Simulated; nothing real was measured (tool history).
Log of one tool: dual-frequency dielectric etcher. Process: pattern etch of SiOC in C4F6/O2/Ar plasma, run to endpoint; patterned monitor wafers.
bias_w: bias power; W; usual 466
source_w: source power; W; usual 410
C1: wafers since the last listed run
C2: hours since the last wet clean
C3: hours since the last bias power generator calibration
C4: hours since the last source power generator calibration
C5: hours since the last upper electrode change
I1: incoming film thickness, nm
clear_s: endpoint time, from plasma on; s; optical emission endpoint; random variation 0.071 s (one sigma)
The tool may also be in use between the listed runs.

{"run": 1, "hour": 0.0, "bias_w": 424, "source_w": 410, "C1": 0, "C2": 376.2, "C3": 2173.4, "C4": 2240.5, "C5": 2859.6, "I1": 49.18, "clear_s": 16.3}
{"run": 2, "hour": 50.1, "bias_w": 424, "source_w": 410, "C1": 711, "C2": 426.3, "C3": 2223.5, "C4": 2290.6, "C5": 2909.7, "I1": 49.46, "clear_s": 16.4}
{"run": 3, "hour": 88.1, "bias_w": 424, "source_w": 410, "C1": 539, "C2": 464.3, "C3": 2261.5, "C4": 2328.6, "C5": 2947.7, "I1": 49.8, "clear_s": 16.5}
{"run": 4, "hour": 118.2, "bias_w": 504, "source_w": 350, "C1": 427, "C2": 494.4, "C3": 2291.6, "C4": 2358.7, "C5": 2977.8, "I1": 49.5, "clear_s": 16.1}
{"run": 5, "hour": 168.6, "bias_w": 504, "source_w": 350, "C1": 715, "C2": 544.8, "C3": 2342, "C4": 2409.1, "C5": 3028.2, "I1": 49.64, "clear_s": 16.2}
{"hour": 240.1, "done": "wet clean of the chamber"}
{"run": 6, "hour": 240.6, "bias_w": 504, "source_w": 350, "C1": 681, "C2": 0.5, "C3": 2414, "C4": 2481.1, "C5": 3100.2, "I1": 48.91, "clear_s": 16.6}
{"run": 7, "hour": 257.6, "bias_w": 466, "source_w": 410, "C1": 241, "C2": 17.5, "C3": 2431, "C4": 2498.1, "C5": 3117.2, "I1": 49.65, "clear_s": 16.3}
{"run": 8, "hour": 304.9, "bias_w": 466, "source_w": 410, "C1": 671, "C2": 64.8, "C3": 2478.3, "C4": 2545.4, "C5": 3164.5, "I1": 48.94, "clear_s": 16}
{"run": 9, "hour": 354.3, "bias_w": 466, "source_w": 410, "C1": 701, "C2": 114.2, "C3": 2527.7, "C4": 2594.8, "C5": 3213.9, "I1": 48.88, "clear_s": 16}
{"run": 10, "hour": 384.7, "bias_w": 466, "source_w": 410, "C1": 431, "C2": 144.6, "C3": 2558.1, "C4": 2625.2, "C5": 3244.3, "I1": 49.38, "clear_s": 16}
{"run": 11, "hour": 420.7, "bias_w": 535, "source_w": 360, "C1": 511, "C2": 180.6, "C3": 2594.1, "C4": 2661.2, "C5": 3280.3, "I1": 49.7, "clear_s": 16}
{"run": 12, "hour": 471.8, "bias_w": 466, "source_w": 410, "C1": 725, "C2": 231.7, "C3": 2645.2, "C4": 2712.3, "C5": 3331.4, "I1": 49.31, "clear_s": 15.8}
{"hour": 578.7, "done": "bias power generator calibrated"}
{"hour": 605.9, "done": "source power generator calibrated"}
{"run": 13, "hour": 648.0, "bias_w": 466, "source_w": 410, "C1": 2389, "C2": 407.9, "C3": 69.3, "C4": 42.1, "C5": 3507.6, "I1": 49.93, "clear_s": 15.9}
{"run": 14, "hour": 688.9, "bias_w": 516, "source_w": 410, "C1": 581, "C2": 448.8, "C3": 110.2, "C4": 83, "C5": 3548.5, "I1": 49.83, "clear_s": 14.9}
{"run": 15, "hour": 717.4, "bias_w": 516, "source_w": 410, "C1": 404, "C2": 477.3, "C3": 138.7, "C4": 111.5, "C5": 3577, "I1": 49.19, "clear_s": 14.9}
{"run": 16, "hour": 762.8, "bias_w": 466, "source_w": 490, "C1": 644, "C2": 522.7, "C3": 184.1, "C4": 156.9, "C5": 3622.4, "I1": 49.25, "clear_s": 14.3}
{"hour": 803.7, "done": "upper electrode replaced, of another model than before"}
{"run": 17, "hour": 823.4, "bias_w": 508, "source_w": 440, "C1": 519, "C2": 583.3, "C3": 244.7, "C4": 217.5, "C5": 19.7, "I1": 49.03, "clear_s": 14.3}

Run 18 comes next. What will it give?
{"hour": 860.2, "done": "wet clean of the chamber"}
{"run": 18, "hour": 880.9, "bias_w": 466, "source_w": 410, "C1": 475, "C2": 20.7, "C3": 302.2, "C4": 275, "C5": 77.2, "I1": 49.32, "clear_s": "?"}

clear_s: 16.1 s
Without the tool's hidden state the same run would have given clear_s 16.1 s.
